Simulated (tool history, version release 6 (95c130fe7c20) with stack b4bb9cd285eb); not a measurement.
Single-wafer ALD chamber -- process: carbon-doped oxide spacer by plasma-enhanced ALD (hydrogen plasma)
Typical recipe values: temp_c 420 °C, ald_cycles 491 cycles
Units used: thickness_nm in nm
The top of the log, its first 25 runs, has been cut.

run	hour	temp_c	ald_cycles	read-back reference wafer on the same gauge, thickness_nm	thickness_nm
26	2355.0	420	414	23.015	18.330
27	2430.8	412	457	23.012	20.726
28	2509.2	431	400	23.029	17.224
29	2564.0	420	578	22.972	25.731
30	2607.1	420	491	23.031	21.849
# hour 2675.2: thermocouple changed; heater temperature recalibrated
31	2676.5	420	491	23.012	21.702
32	2816.5	431	557	23.005	23.743
33	2878.1	432	456	23.006	19.495
34	2954.5	416	491	22.962	21.842
35	3047.6	434	550	23.002	23.178
36	3091.1	431	456	22.992	19.421
37	3196.2	409	433	23.038	19.762
38	3262.4	420	491	22.960	21.732
39	3329.1	420	529	22.972	23.404
40	3430.1	424	524	23.026	22.959
41	3502.9	413	491	22.979	22.154
42	3609.2	420	491	23.012	21.738
# hour 3821.5: thermocouple changed; heater temperature recalibrated
43	3822.0	424	556	22.960	24.212
44	3874.0	420	587	23.003	25.847
45	3964.7	428	413	23.000	17.713
46	4009.6	429	397	23.023	17.079
47	4060.3	428	580	23.036	24.944

Alternative continuations, all from the tool just after run 47; predict every row:
A	4061.5	428	491	?	?
B	4061.5	410	571	?	?
C	4061.5	420	409	?	?

run	read-back reference wafer on the same gauge, thickness_nm	thickness_nm
A	23.000	21.092
B	23.000	25.831
C	23.000	17.984
With the hidden condition removed and each run's random variation left untouched, the same runs would have given:
run	thickness_nm
A	21.100
B	25.840
C	17.991
